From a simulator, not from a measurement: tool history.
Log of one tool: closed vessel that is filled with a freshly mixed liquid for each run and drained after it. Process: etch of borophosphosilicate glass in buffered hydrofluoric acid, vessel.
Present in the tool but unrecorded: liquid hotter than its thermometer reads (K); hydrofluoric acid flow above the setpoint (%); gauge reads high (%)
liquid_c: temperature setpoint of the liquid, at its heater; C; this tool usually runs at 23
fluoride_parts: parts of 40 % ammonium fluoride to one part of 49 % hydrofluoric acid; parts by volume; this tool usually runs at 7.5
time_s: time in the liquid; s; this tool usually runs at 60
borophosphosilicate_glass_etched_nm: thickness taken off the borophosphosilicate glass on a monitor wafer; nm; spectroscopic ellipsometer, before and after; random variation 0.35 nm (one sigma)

run	hour	liquid_c	fluoride_parts	time_s	wafers since the last listed run	hours since the thermometer was replaced	hours since the hydrofluoric acid flow meter was replaced	hours since the gauge calibration	read-back film thickness of the borophosphosilicate glass reference wafer, read on the same gauge (nm)	borophosphosilicate_glass_etched_nm
1	0	23	7.5	60	0	1763.4	1961.2	98.5	119.99	105.14
2	10.4	23	7.5	60	752	1773.8	1971.6	108.9	119.98	105.26
3	22.1	23	7.5	55	846	1785.5	1983.3	120.6	119.98	96.7
4	31.2	23	7.5	55	658	1794.6	1992.4	129.7	119.99	96.71
5	40.7	23	7.5	80	686	1804.1	2001.9	139.2	120.03	141.08
6	57.2	23	7.5	80	1193	1820.6	2018.4	155.7	119.99	141.67
7	72.8	23	7.5	60	1128	1836.2	2034	171.3	119.98	105.86
8	80.6	23	7.5	60	564	1844	2041.8	179.1	120	106.87
# hour 84.1: hydrofluoric acid flow meter replaced
9	90.8	23	7.5	60	665	1854.2	6.7	189.3	120	106.69
10	104.5	23	7.5	60	990	1867.9	20.4	203	120.01	106.8
11	121.4	23	7.5	60	1222	1884.8	37.3	219.9	120	106.82
12	133	23	5.5	40	838	1896.4	48.9	231.5	120.03	93.92
# hour 138.6: gauge calibrated
13	148.9	23	7.5	60	1149	1912.3	64.8	10.3	120	106.33
14	160.2	27	9	80	817	1923.6	76.1	21.6	120.02	143.37
15	170	25.5	6	50	708	1933.4	85.9	31.4	119.98	124.38
16	178.2	23	7.5	60	592	1941.6	94.1	39.6	120	106.86
# hour 192.1: thermometer replaced
17	195.2	23	6.5	35	1157	3.1	111.1	56.6	120.01	62.73

Predict the results of run 18:
18	211.3	23	7.5	60	1164	19.2	127.2	72.7	?	?

Run 18 yielded read-back film thickness of the borophosphosilicate glass reference wafer, read on the same gauge (nm) 120, borophosphosilicate_glass_etched_nm 94.2 nm.
Take away the tool's hidden state, keep the run-to-run variation as it was, and the same run would have given borophosphosilicate_glass_etched_nm 92.39 nm.
